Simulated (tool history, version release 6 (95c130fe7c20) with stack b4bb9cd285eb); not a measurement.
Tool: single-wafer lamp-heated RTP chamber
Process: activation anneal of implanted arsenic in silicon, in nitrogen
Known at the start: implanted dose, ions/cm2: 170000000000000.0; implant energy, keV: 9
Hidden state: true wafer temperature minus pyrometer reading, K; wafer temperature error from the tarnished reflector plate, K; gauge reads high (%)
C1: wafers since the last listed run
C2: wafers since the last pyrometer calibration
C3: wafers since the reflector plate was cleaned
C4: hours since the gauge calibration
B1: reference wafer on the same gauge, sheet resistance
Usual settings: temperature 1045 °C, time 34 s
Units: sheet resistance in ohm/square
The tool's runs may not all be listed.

run 1 hour=0 | temperature=1045 time=34 | C1=0 C2=686 C3=3496 C4=202 | B1=438.14 | sheet_resistance=428.67
run 2 hour=16.7 | temperature=1045 time=34 | C1=201 C2=888 C3=3697 C4=218.7 | B1=437.94 | sheet_resistance=428.52
run 3 hour=31.9 | temperature=1038 time=42 | C1=183 C2=1071 C3=3881 C4=233.9 | B1=437.71 | sheet_resistance=426.4
run 4 hour=89 | temperature=1038 time=42 | C1=689 C2=1761 C3=4571 C4=291 | B1=438.12 | sheet_resistance=423.84
run 5 hour=110.1 | temperature=1038 time=47 | C1=254 C2=2016 C3=4826 C4=312.1 | B1=438.12 | sheet_resistance=422.49
-- hour=131.5 pyrometer window cleaned and pyrometer calibrated
run 6 hour=132 | temperature=1038 time=47 | C1=167 C2=5 C3=4993 C4=334 | B1=437.98 | sheet_resistance=425.86
run 7 hour=145.1 | temperature=1038 time=47 | C1=158 C2=163 C3=5152 C4=347.1 | B1=438.12 | sheet_resistance=425.82
run 8 hour=162.7 | temperature=1023 time=34 | C1=212 C2=376 C3=5364 C4=364.7 | B1=438.05 | sheet_resistance=436.67
run 9 hour=177.1 | temperature=1045 time=34 | C1=173 C2=550 C3=5538 C4=379.1 | B1=437.88 | sheet_resistance=429.02
run 10 hour=199.4 | temperature=1045 time=34 | C1=269 C2=819 C3=5808 C4=401.4 | B1=438.02 | sheet_resistance=427.12
run 11 hour=232.8 | temperature=1045 time=34 | C1=403 C2=1223 C3=6211 C4=434.8 | B1=437.86 | sheet_resistance=426.47
-- hour=259.9 gauge calibrated
run 12 hour=263.8 | temperature=1045 time=34 | C1=374 C2=1597 C3=6586 C4=3.9 | B1=438.13 | sheet_resistance=424.26
run 13 hour=287.3 | temperature=1045 time=34 | C1=283 C2=1881 C3=6869 C4=27.4 | B1=437.82 | sheet_resistance=424.16
run 14 hour=308 | temperature=1025 time=44 | C1=250 C2=2131 C3=7119 C4=48.1 | B1=437.92 | sheet_resistance=427.42
run 15 hour=334 | temperature=1033 time=20 | C1=314 C2=2445 C3=7434 C4=74.1 | B1=438.1 | sheet_resistance=437.17

Run 16 comes next. What will it give?
-- hour=346 pyrometer window cleaned and pyrometer calibrated
run 16 hour=358.5 | temperature=1033 time=46 | C1=199 C2=151 C3=7633 C4=98.6 | B1=? | sheet_resistance=?

B1: 437.95
sheet resistance: 426.72 ohm/square
Without the tool's hidden state the same run would have given sheet resistance 430.81 ohm/square.
